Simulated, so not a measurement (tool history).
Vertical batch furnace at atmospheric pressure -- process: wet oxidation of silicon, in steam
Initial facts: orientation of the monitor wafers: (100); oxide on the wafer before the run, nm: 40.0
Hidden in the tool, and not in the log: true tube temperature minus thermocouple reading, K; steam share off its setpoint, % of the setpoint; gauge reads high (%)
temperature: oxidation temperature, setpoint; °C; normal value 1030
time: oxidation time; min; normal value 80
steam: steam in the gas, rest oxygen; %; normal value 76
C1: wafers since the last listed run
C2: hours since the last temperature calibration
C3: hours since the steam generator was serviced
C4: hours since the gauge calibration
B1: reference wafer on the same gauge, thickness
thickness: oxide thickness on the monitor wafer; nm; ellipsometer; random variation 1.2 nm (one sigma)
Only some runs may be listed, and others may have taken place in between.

{"run": 1, "hour": 0.0, "temperature": 1042, "time": 80, "steam": 76, "C1": 0, "C2": 1910.8, "C3": 2482.6, "C4": 810.5, "B1": 488.94, "thickness": 502.38}
{"run": 2, "hour": 66.3, "temperature": 1042, "time": 80, "steam": 76, "C1": 696, "C2": 1977.1, "C3": 2548.9, "C4": 876.8, "B1": 489.16, "thickness": 500.23}
{"run": 3, "hour": 164.8, "temperature": 1042, "time": 80, "steam": 76, "C1": 1034, "C2": 2075.6, "C3": 2647.4, "C4": 975.3, "B1": 489.14, "thickness": 501.43}
{"run": 4, "hour": 277.5, "temperature": 1030, "time": 80, "steam": 76, "C1": 1183, "C2": 2188.3, "C3": 2760.1, "C4": 1088, "B1": 489.14, "thickness": 472.26}
{"run": 5, "hour": 376.5, "temperature": 1030, "time": 80, "steam": 76, "C1": 1039, "C2": 2287.3, "C3": 2859.1, "C4": 1187, "B1": 488.92, "thickness": 471.79}
{"run": 6, "hour": 454.9, "temperature": 1030, "time": 80, "steam": 76, "C1": 823, "C2": 2365.7, "C3": 2937.5, "C4": 1265.4, "B1": 488.87, "thickness": 474.33}
{"run": 7, "hour": 504.4, "temperature": 1030, "time": 80, "steam": 76, "C1": 519, "C2": 2415.2, "C3": 2987, "C4": 1314.9, "B1": 489.16, "thickness": 472.69}
{"run": 8, "hour": 597.9, "temperature": 1030, "time": 80, "steam": 76, "C1": 982, "C2": 2508.7, "C3": 3080.5, "C4": 1408.4, "B1": 489.1, "thickness": 472.46}
{"run": 9, "hour": 644.3, "temperature": 1030, "time": 80, "steam": 76, "C1": 487, "C2": 2555.1, "C3": 3126.9, "C4": 1454.8, "B1": 488.96, "thickness": 473.33}
{"hour": 680.8, "done": "steam generator serviced"}
{"run": 10, "hour": 705.8, "temperature": 1030, "time": 90, "steam": 76, "C1": 393, "C2": 2616.6, "C3": 25, "C4": 1516.3, "B1": 489.1, "thickness": 508.87}
{"hour": 732.5, "done": "thermocouples replaced and temperature profile calibrated"}
{"run": 11, "hour": 768.7, "temperature": 1030, "time": 90, "steam": 76, "C1": 408, "C2": 36.2, "C3": 87.9, "C4": 1579.2, "B1": 488.88, "thickness": 517.39}
{"run": 12, "hour": 854.0, "temperature": 1030, "time": 80, "steam": 76, "C1": 896, "C2": 121.5, "C3": 173.2, "C4": 1664.5, "B1": 489.03, "thickness": 482.16}
{"run": 13, "hour": 928.8, "temperature": 1049, "time": 80, "steam": 76, "C1": 785, "C2": 196.3, "C3": 248, "C4": 1739.3, "B1": 488.86, "thickness": 530.68}
{"run": 14, "hour": 1017.2, "temperature": 1030, "time": 80, "steam": 76, "C1": 928, "C2": 284.7, "C3": 336.4, "C4": 1827.7, "B1": 488.88, "thickness": 479.52}
{"run": 15, "hour": 1109.9, "temperature": 1011, "time": 114, "steam": 76, "C1": 973, "C2": 377.4, "C3": 429.1, "C4": 1920.4, "B1": 488.85, "thickness": 537.97}
{"hour": 1139.4, "done": "thermocouples replaced and temperature profile calibrated, repeated, since the last time left the tool worse"}
{"run": 16, "hour": 1216.6, "temperature": 1030, "time": 80, "steam": 76, "C1": 868, "C2": 77.2, "C3": 535.8, "C4": 2027.1, "B1": 488.97, "thickness": 465.37}
{"run": 17, "hour": 1322.2, "temperature": 1030, "time": 102, "steam": 73, "C1": 1109, "C2": 182.8, "C3": 641.4, "C4": 2132.7, "B1": 488.99, "thickness": 529.51}
{"hour": 1324.9, "done": "gauge calibrated"}
{"run": 18, "hour": 1362.5, "temperature": 1030, "time": 57, "steam": 67, "C1": 423, "C2": 223.1, "C3": 681.7, "C4": 37.6, "B1": 488.95, "thickness": 350.01}
{"run": 19, "hour": 1445.5, "temperature": 1009, "time": 96.5, "steam": 76, "C1": 871, "C2": 306.1, "C3": 764.7, "C4": 120.6, "B1": 488.85, "thickness": 464.74}
{"run": 20, "hour": 1532.0, "temperature": 1013, "time": 100, "steam": 76, "C1": 908, "C2": 392.6, "C3": 851.2, "C4": 207.1, "B1": 489.16, "thickness": 485.98}
{"run": 21, "hour": 1604.1, "temperature": 1030, "time": 80, "steam": 80, "C1": 757, "C2": 464.7, "C3": 923.3, "C4": 279.2, "B1": 488.9, "thickness": 479.02}
{"run": 22, "hour": 1642.8, "temperature": 1030, "time": 80, "steam": 76, "C1": 406, "C2": 503.4, "C3": 962, "C4": 317.9, "B1": 488.95, "thickness": 466.53}
{"run": 23, "hour": 1726.3, "temperature": 1030, "time": 80, "steam": 76, "C1": 877, "C2": 586.9, "C3": 1045.5, "C4": 401.4, "B1": 488.84, "thickness": 466.5}
{"run": 24, "hour": 1780.7, "temperature": 1039, "time": 80, "steam": 84, "C1": 571, "C2": 641.3, "C3": 1099.9, "C4": 455.8, "B1": 489.15, "thickness": 518.54}
{"run": 25, "hour": 1943.2, "temperature": 1030, "time": 49, "steam": 85, "C1": 1707, "C2": 803.8, "C3": 1262.4, "C4": 618.3, "B1": 489.1, "thickness": 370.11}
{"run": 26, "hour": 2041.1, "temperature": 1030, "time": 80, "steam": 87, "C1": 1028, "C2": 901.7, "C3": 1360.3, "C4": 716.2, "B1": 488.81, "thickness": 509.45}
{"run": 27, "hour": 2131.0, "temperature": 1030, "time": 80, "steam": 76, "C1": 944, "C2": 991.6, "C3": 1450.2, "C4": 806.1, "B1": 489.09, "thickness": 467.54}

4 ways to go on from here, each from the tool as it stands after run 27. What would each give?
{"run": "A", "hour": 2136.1, "temperature": 1030, "time": 80, "steam": 81, "C1": 53, "C2": 996.7, "C3": 1455.3, "C4": 811.2, "B1": "?", "thickness": "?"}
{"run": "B", "hour": 2136.1, "temperature": 1047, "time": 80, "steam": 79, "C1": 53, "C2": 996.7, "C3": 1455.3, "C4": 811.2, "B1": "?", "thickness": "?"}
{"run": "C", "hour": 2136.1, "temperature": 1021, "time": 49, "steam": 81, "C1": 53, "C2": 996.7, "C3": 1455.3, "C4": 811.2, "B1": "?", "thickness": "?"}
{"run": "D", "hour": 2136.1, "temperature": 1008, "time": 66.5, "steam": 64, "C1": 53, "C2": 996.7, "C3": 1455.3, "C4": 811.2, "B1": "?", "thickness": "?"}

run=A B1=488.97 thickness=484.86
run=B B1=488.97 thickness=521.04
run=C B1=488.97 thickness=340.31
run=D B1=488.97 thickness=327.24
Had the tool no hidden state, the same runs would have come out as:
run=A thickness=483.09
run=B thickness=519.31
run=C thickness=338.87
run=D thickness=325.77

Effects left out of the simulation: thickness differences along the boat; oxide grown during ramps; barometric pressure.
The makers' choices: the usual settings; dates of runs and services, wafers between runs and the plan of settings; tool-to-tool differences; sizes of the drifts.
